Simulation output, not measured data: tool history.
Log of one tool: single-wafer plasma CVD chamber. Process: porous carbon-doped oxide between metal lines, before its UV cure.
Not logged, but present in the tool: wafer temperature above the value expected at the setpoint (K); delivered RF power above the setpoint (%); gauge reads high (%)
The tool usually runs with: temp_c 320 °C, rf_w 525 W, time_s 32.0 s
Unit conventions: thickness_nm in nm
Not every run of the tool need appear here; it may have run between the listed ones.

| run | hour | temp_c | rf_w | time_s | wafers since the last listed run | hours since the last thermocouple change | hours since the last RF generator calibration | hours since the showerhead was replaced | hours since the gauge calibration | read-back reference wafer on the same gauge, thickness_nm | thickness_nm |
|---|---|---|---|---|---|---|---|---|---|---|---|
| 1 | 0.0 | 320 | 590 | 32.0 | 0 | 2508.5 | 2309.4 | 7616.9 | 81.5 | 190.015 | 197.153 |
| 2 | 13.0 | 320 | 525 | 32.0 | 208 | 2521.5 | 2322.4 | 7629.9 | 94.5 | 189.948 | 179.969 |
| 3 | 27.4 | 320 | 525 | 32.0 | 230 | 2535.9 | 2336.8 | 7644.3 | 108.9 | 189.861 | 180.294 |
| 4 | 36.9 | 320 | 525 | 32.0 | 152 | 2545.4 | 2346.3 | 7653.8 | 118.4 | 189.763 | 179.698 |
|  | 69.8 | thermocouple changed; heater temperature recalibrated |
| 5 | 70.3 | 320 | 525 | 34.9 | 406 | 0.5 | 2379.7 | 7687.2 | 151.8 | 190.020 | 195.459 |
| 6 | 73.4 | 320 | 525 | 32.0 | 49 | 3.6 | 2382.8 | 7690.3 | 154.9 | 189.871 | 180.235 |
| 7 | 83.1 | 320 | 525 | 32.0 | 155 | 13.3 | 2392.5 | 7700.0 | 164.6 | 189.897 | 179.969 |
| 8 | 93.5 | 320 | 525 | 32.0 | 166 | 23.7 | 2402.9 | 7710.4 | 175.0 | 190.066 | 180.883 |
| 9 | 105.1 | 323 | 525 | 37.1 | 185 | 35.3 | 2414.5 | 7722.0 | 186.6 | 190.270 | 203.852 |
| 10 | 117.0 | 323 | 525 | 37.1 | 190 | 47.2 | 2426.4 | 7733.9 | 198.5 | 190.139 | 204.314 |
| 11 | 123.8 | 320 | 525 | 32.0 | 108 | 54.0 | 2433.2 | 7740.7 | 205.3 | 189.852 | 179.876 |
| 12 | 130.9 | 320 | 525 | 32.0 | 113 | 61.1 | 2440.3 | 7747.8 | 212.4 | 190.383 | 179.346 |
| 13 | 136.9 | 320 | 525 | 35.7 | 96 | 67.1 | 2446.3 | 7753.8 | 218.4 | 189.635 | 200.037 |
| 14 | 150.2 | 325 | 480 | 29.3 | 212 | 80.4 | 2459.6 | 7767.1 | 231.7 | 190.376 | 148.685 |
| 15 | 157.5 | 315 | 440 | 32.0 | 116 | 87.7 | 2466.9 | 7774.4 | 239.0 | 189.697 | 158.956 |
|  | 169.6 | RF generator calibrated |
| 16 | 170.1 | 307 | 435 | 35.3 | 73 | 100.3 | 0.5 | 7787.0 | 251.6 | 189.953 | 183.355 |
| 17 | 181.8 | 333 | 525 | 27.5 | 187 | 112.0 | 12.2 | 7798.7 | 263.3 | 190.047 | 145.595 |

What will run 18 give?
| 18 | 188.5 | 325 | 430 | 35.2 | 107 | 118.7 | 18.9 | 7805.4 | 270.0 | ? | ? |

Run 18 gave read-back reference wafer on the same gauge, thickness_nm 189.701, thickness_nm 162.027 nm.
The same run, on a tool lacking any hidden state, would have yielded thickness_nm 162.027 nm.
